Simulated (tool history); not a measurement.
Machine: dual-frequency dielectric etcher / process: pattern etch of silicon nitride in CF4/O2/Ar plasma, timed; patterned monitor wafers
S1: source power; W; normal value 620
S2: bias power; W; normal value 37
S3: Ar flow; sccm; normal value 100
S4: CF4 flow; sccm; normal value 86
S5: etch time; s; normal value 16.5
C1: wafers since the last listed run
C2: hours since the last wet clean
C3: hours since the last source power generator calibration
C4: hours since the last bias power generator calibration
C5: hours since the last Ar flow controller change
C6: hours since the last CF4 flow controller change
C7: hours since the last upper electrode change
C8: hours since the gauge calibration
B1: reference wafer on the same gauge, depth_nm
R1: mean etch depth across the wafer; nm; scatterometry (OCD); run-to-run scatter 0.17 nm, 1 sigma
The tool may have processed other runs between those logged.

run,hour,S1,S2,S3,S4,S5,C1,C2,C3,C4,C5,C6,C7,C8,B1,R1
1,0.0,620,37,100,86,16.5,0,219.7,3222.5,1442.7,3179.9,2558.4,2094.0,384.9,35.09,29.40
2,76.4,620,37,100,86,16.5,1555,296.1,3298.9,1519.1,3256.3,2634.8,2170.4,461.3,35.13,28.58
# hour 133.0: wet clean of the chamber
3,143.8,620,37,100,86,16.5,883,10.8,3366.3,1586.5,3323.7,2702.2,2237.8,528.7,35.08,30.35
4,204.9,620,37,100,86,16.5,1243,71.9,3427.4,1647.6,3384.8,2763.3,2298.9,589.8,35.12,30.02
5,279.1,620,37,100,86,16.5,1510,146.1,3501.6,1721.8,3459.0,2837.5,2373.1,664.0,35.12,29.70
6,339.2,620,37,100,86,16.5,1223,206.2,3561.7,1781.9,3519.1,2897.6,2433.2,724.1,35.08,29.67
# hour 371.0: upper electrode replaced, of another model than before
7,386.3,620,37,100,86,16.5,470,253.3,3608.8,1829.0,3566.2,2944.7,15.3,771.2,35.07,29.07
8,461.4,620,37,100,86,16.5,1528,328.4,3683.9,1904.1,3641.3,3019.8,90.4,846.3,35.12,28.84
9,533.1,620,37,100,86,16.5,1459,400.1,3755.6,1975.8,3713.0,3091.5,162.1,918.0,35.09,28.56
# hour 562.7: wet clean of the chamber
# hour 574.9: source power generator calibrated
# hour 582.6: Ar flow controller replaced
# hour 583.9: gauge calibrated
# hour 640.3: bias power generator calibrated
10,640.8,620,37,100,86,16.5,1418,78.1,65.9,0.5,58.2,3199.2,269.8,56.9,35.07,29.93
11,691.7,760,37,110,86,21.5,1036,129.0,116.8,51.4,109.1,3250.1,320.7,107.8,35.11,41.76
# hour 731.6: CF4 flow controller replaced
12,744.4,690,34,115,69,16.5,950,181.7,169.5,104.1,161.8,12.8,373.4,160.5,35.08,28.52
# hour 953.2: wet clean of the chamber
13,1049.1,620,43,92,86,16.5,5713,95.9,474.2,408.8,466.5,317.5,678.1,465.2,35.09,32.46
14,1089.4,620,37,100,86,16.5,820,136.2,514.5,449.1,506.8,357.8,718.4,505.5,35.07,29.57
15,1151.1,740,37,77,92,13.0,1255,197.9,576.2,510.8,568.5,419.5,780.1,567.2,35.11,26.00
16,1236.3,520,37,100,106,12.5,1734,283.1,661.4,596.0,653.7,504.7,865.3,652.4,35.14,20.84

The logged runs with the hidden state left out (each run's random variation unchanged):
Hidden state present: etch rate over this chamber's usual, %; source power that arrives over what is set, %; bias power that arrives over what is set, %; Ar flow that arrives over what is set, %; CF4 flow that arrives over what is set, %; gauge reads high (%).
run,R1
1,30.50
2,29.97
3,30.36
4,30.29
5,30.27
6,30.50
7,30.07
8,30.15
9,30.18
10,30.23
11,42.47
12,29.22
13,33.03
14,30.25
15,26.84
16,21.77

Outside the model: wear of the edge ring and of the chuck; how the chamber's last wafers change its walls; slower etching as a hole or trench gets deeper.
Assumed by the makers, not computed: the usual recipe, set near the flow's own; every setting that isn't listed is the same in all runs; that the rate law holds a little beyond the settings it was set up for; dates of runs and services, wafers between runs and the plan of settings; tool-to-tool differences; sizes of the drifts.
